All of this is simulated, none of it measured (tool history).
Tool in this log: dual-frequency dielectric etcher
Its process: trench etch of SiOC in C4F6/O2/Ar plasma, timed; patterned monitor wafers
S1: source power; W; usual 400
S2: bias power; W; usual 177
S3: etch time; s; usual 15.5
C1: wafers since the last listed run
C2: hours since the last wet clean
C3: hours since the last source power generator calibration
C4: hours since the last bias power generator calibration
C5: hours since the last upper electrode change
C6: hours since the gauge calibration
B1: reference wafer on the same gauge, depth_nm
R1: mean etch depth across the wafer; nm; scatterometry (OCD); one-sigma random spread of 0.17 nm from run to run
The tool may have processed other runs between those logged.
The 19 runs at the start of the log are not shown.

run,hour,S1,S2,S3,C1,C2,C3,C4,C5,C6,B1,R1
20,983.2,460,145,15.5,1115,86.4,587.0,829.2,601.9,139.6,29.30,32.98
21,1013.7,400,213,15.5,586,116.9,617.5,859.7,632.4,170.1,29.30,36.28
22,1049.7,400,177,15.5,692,152.9,653.5,895.7,668.4,206.1,29.34,33.68
23,1094.6,400,177,15.5,863,197.8,698.4,940.6,713.3,251.0,29.30,33.84
24,1128.7,360,160,18.5,655,231.9,732.5,974.7,747.4,285.1,29.27,36.24
25,1166.9,400,202,15.5,734,270.1,770.7,1012.9,785.6,323.3,29.32,35.52
26,1215.4,400,177,15.5,932,318.6,819.2,1061.4,834.1,371.8,29.35,33.79
# hour 1275.6: wet clean of the chamber
27,1276.1,440,146,18.0,705,0.5,879.9,1122.1,894.8,432.5,29.32,37.78
28,1332.2,360,217,17.5,1078,56.6,936.0,1178.2,950.9,488.6,29.30,38.92
29,1382.1,430,177,11.5,959,106.5,985.9,1228.1,1000.8,538.5,29.34,25.73
30,1417.0,340,134,14.0,671,141.4,1020.8,1263.0,1035.7,573.4,29.31,24.89

Branching from run 30: 4 alternative next runs. What would each branch give?
A,1417.4,400,155,15.5,7,141.8,1021.2,1263.4,1036.1,573.8,?,?
B,1417.4,360,218,20.0,7,141.8,1021.2,1263.4,1036.1,573.8,?,?
C,1417.4,500,177,12.5,7,141.8,1021.2,1263.4,1036.1,573.8,?,?
D,1417.4,400,177,16.5,7,141.8,1021.2,1263.4,1036.1,573.8,?,?

run,B1,R1
A,29.34,31.95
B,29.34,45.27
C,29.34,30.21
D,29.34,35.96
Without the tool's unlogged condition, the same runs would have read:
run,R1
A,32.50
B,46.15
C,30.75
D,36.62

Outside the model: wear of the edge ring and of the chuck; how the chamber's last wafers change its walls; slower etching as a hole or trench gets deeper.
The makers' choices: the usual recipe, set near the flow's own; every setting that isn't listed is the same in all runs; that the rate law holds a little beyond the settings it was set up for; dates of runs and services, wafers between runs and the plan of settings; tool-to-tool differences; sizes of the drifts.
